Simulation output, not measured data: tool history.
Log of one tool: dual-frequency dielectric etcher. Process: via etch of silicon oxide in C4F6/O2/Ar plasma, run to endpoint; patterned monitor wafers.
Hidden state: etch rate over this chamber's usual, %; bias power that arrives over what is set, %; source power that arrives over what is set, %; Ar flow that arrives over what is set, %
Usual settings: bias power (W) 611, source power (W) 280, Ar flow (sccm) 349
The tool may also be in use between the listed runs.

| run | day | bias power (W) | source power (W) | Ar flow (sccm) | wafers since the last listed run | hours since the last wet clean | hours since the last bias power generator calibration | hours since the last source power generator calibration | hours since the last Ar flow controller change | hours since the last upper electrode change | incoming incoming film thickness, nm | endpoint time (s) |
|---|---|---|---|---|---|---|---|---|---|---|---|---|
| 1 | 0 | 611 | 280 | 349 | 0 | 24.8 | 2733.3 | 3243.2 | 5042.3 | 1709.9 | 109 | 22 |
| 2 | 3.492 | 611 | 280 | 349 | 1158 | 108.6 | 2817.1 | 3327 | 5126.1 | 1793.7 | 108.4 | 22.4 |
| 3 | 16.012 | 611 | 280 | 349 | 4153 | 409.1 | 3117.6 | 3627.5 | 5426.6 | 2094.2 | 109.6 | 23.2 |
| 4 | 17.833 | 611 | 280 | 349 | 603 | 452.8 | 3161.3 | 3671.2 | 5470.3 | 2137.9 | 108.7 | 23 |
|  | 19.633 | wet clean of the chamber |
| 5 | 19.654 | 611 | 280 | 349 | 272 | 0.5 | 3205 | 3714.9 | 5514 | 2181.6 | 109 | 21.7 |
|  | 19.992 | Ar flow controller replaced |
| 6 | 20.933 | 611 | 280 | 349 | 341 | 31.2 | 3235.7 | 3745.6 | 22.6 | 2212.3 | 109 | 21.9 |
|  | 24.138 | bias power generator calibrated |
| 7 | 24.879 | 714 | 280 | 292 | 1253 | 125.9 | 17.8 | 3840.3 | 117.3 | 2307 | 109.6 | 20.4 |
|  | 26.533 | source power generator calibrated |
| 8 | 28.729 | 611 | 280 | 349 | 1221 | 218.3 | 110.2 | 52.7 | 209.7 | 2399.4 | 109.4 | 22.7 |
| 9 | 31.792 | 611 | 280 | 349 | 1015 | 291.8 | 183.7 | 126.2 | 283.2 | 2472.9 | 107.9 | 22.3 |
| 10 | 36.167 | 611 | 280 | 349 | 1451 | 396.8 | 288.7 | 231.2 | 388.2 | 2577.9 | 108 | 22.7 |
|  | 37.792 | wet clean of the chamber |
| 11 | 39.433 | 512 | 330 | 349 | 751 | 39.4 | 367.1 | 309.6 | 466.6 | 2656.3 | 109.3 | 22.5 |
|  | 44.042 | upper electrode replaced |
| 12 | 44.062 | 763 | 300 | 308 | 1203 | 150.5 | 478.2 | 420.7 | 577.7 | 0.5 | 109.7 | 19.8 |
| 13 | 46.054 | 611 | 280 | 349 | 660 | 198.3 | 526 | 468.5 | 625.5 | 48.3 | 108.8 | 22.1 |
| 14 | 48.562 | 733 | 280 | 416 | 832 | 258.5 | 586.2 | 528.7 | 685.7 | 108.5 | 109.6 | 21.4 |
| 15 | 50.225 | 495 | 280 | 267 | 551 | 298.4 | 626.1 | 568.6 | 725.6 | 148.4 | 109.2 | 24.4 |
| 16 | 52.196 | 611 | 280 | 349 | 653 | 345.7 | 673.4 | 615.9 | 772.9 | 195.7 | 109.3 | 22.8 |
|  | 55.8 | wet clean of the chamber |
| 17 | 55.821 | 611 | 340 | 349 | 870 | 0.5 | 760.4 | 702.9 | 859.9 | 282.7 | 107.8 | 20.5 |
| 18 | 56.896 | 550 | 250 | 279 | 356 | 26.3 | 786.2 | 728.7 | 885.7 | 308.5 | 108.6 | 23.2 |

3 ways to go on from here, each from the tool as it stands after run 18. What would each give?
| A | 56.912 | 611 | 280 | 274 | 5 | 26.7 | 786.6 | 729.1 | 886.1 | 308.9 | 110.1 | ? |
| B | 56.912 | 726 | 320 | 349 | 5 | 26.7 | 786.6 | 729.1 | 886.1 | 308.9 | 110.1 | ? |
| C | 56.912 | 716 | 280 | 274 | 5 | 26.7 | 786.6 | 729.1 | 886.1 | 308.9 | 110.1 | ? |

| run | endpoint time (s) |
|---|---|
| A | 21.9 |
| B | 19.9 |
| C | 20.5 |
Without the tool's hidden state the same runs would have given:
| run | endpoint time (s) |
|---|---|
| A | 21.8 |
| B | 19.8 |
| C | 20.4 |
